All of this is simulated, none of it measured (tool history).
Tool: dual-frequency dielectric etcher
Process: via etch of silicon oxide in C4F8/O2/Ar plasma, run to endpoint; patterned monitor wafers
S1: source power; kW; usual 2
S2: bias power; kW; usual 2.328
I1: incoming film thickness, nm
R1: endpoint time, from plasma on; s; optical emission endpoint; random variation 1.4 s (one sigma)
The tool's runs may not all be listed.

run,hour,S1,S2,I1,R1
1,0,2,2.328,1502.6,279.1
2,51.1,2,2.328,1515.6,282
# hour 167.9: wet clean of the chamber
3,181.4,2,2.328,1520.9,287.5
4,331.6,2,2.328,1527.4,287.5
5,409.1,2,2.328,1515.6,286.2
6,498,2,2.328,1520.4,282.6
# hour 539.1: upper electrode replaced
7,588.7,2,2.184,1509.8,285.3
# hour 851.1: wet clean of the chamber
8,895,2,2.328,1511.7,284.1
9,933.2,1.65,2.328,1519.4,312.8
10,973.9,1.65,2.328,1529.2,313.3
11,1020.4,2,2.328,1516.8,286.8
12,1086,2,2.328,1521.2,286.7
13,1168.7,2,2.068,1514.5,296.1
14,1259.1,1.78,2.735,1530.1,280.7
15,1349.4,2.19,2.328,1499.3,267.2
16,1425.9,2.33,2.021,1506.6,276.4
17,1515.4,2,2.598,1506.4,263.4
# hour 1610.8: wet clean of the chamber
18,1614.1,2,2.091,1517,299.5
19,1686.8,2,2.328,1509.4,287.9
20,1751.1,1.64,2.065,1500.8,325.6
21,1788.9,1.68,1.999,1513,327.8
22,1878.2,2.29,2.328,1507.8,269.1
# hour 1934.1: bias power generator calibrated
23,1970.2,1.79,2.493,1510.8,289.4
# hour 1980.8: source power generator calibrated
24,2010.1,1.62,2.715,1529.5,299.5
25,2078.7,2.46,2.723,1528,245.3
26,2156.3,2,2.068,1522.9,296.1
27,2200.7,2,2.328,1514.4,280.5
28,2287.3,1.82,2.663,1510.8,278.1
29,2355.5,2.44,2.785,1513.8,238.9
# hour 2393.7: wet clean of the chamber
30,2452.3,2.46,2.663,1509.6,246.3
31,2507.7,2.17,2.715,1510.5,256
32,2549,1.85,1.807,1523.2,327.7
33,2624.9,2.38,2.749,1511.5,245.3
34,2684.8,2.46,1.749,1502.4,283.9
35,2761.5,2,2.328,1505.6,283.2
36,2847.1,2.13,1.806,1511.7,299.4

The same runs without the tool's hidden state, with the same run-to-run variation:
The hidden state here: etch rate over this chamber's usual, %; source power that arrives over what is set, %; bias power that arrives over what is set, %.
run,R1
1,285.2
2,288.9
3,288.8
4,290.9
5,290.6
6,288.1
7,292.2
8,284.7
9,314.1
10,315.1
11,289.2
12,289.9
13,300.6
14,286.2
15,273.6
16,284.1
17,271.8
18,297.8
19,287.3
20,325.9
21,328.7
22,271
23,292.7
24,303.5
25,249.4
26,302.1
27,286.9
28,285.5
29,246.1
30,247.3
31,257.7
32,330.5
33,248.3
34,288.2
35,288.6
36,306.3

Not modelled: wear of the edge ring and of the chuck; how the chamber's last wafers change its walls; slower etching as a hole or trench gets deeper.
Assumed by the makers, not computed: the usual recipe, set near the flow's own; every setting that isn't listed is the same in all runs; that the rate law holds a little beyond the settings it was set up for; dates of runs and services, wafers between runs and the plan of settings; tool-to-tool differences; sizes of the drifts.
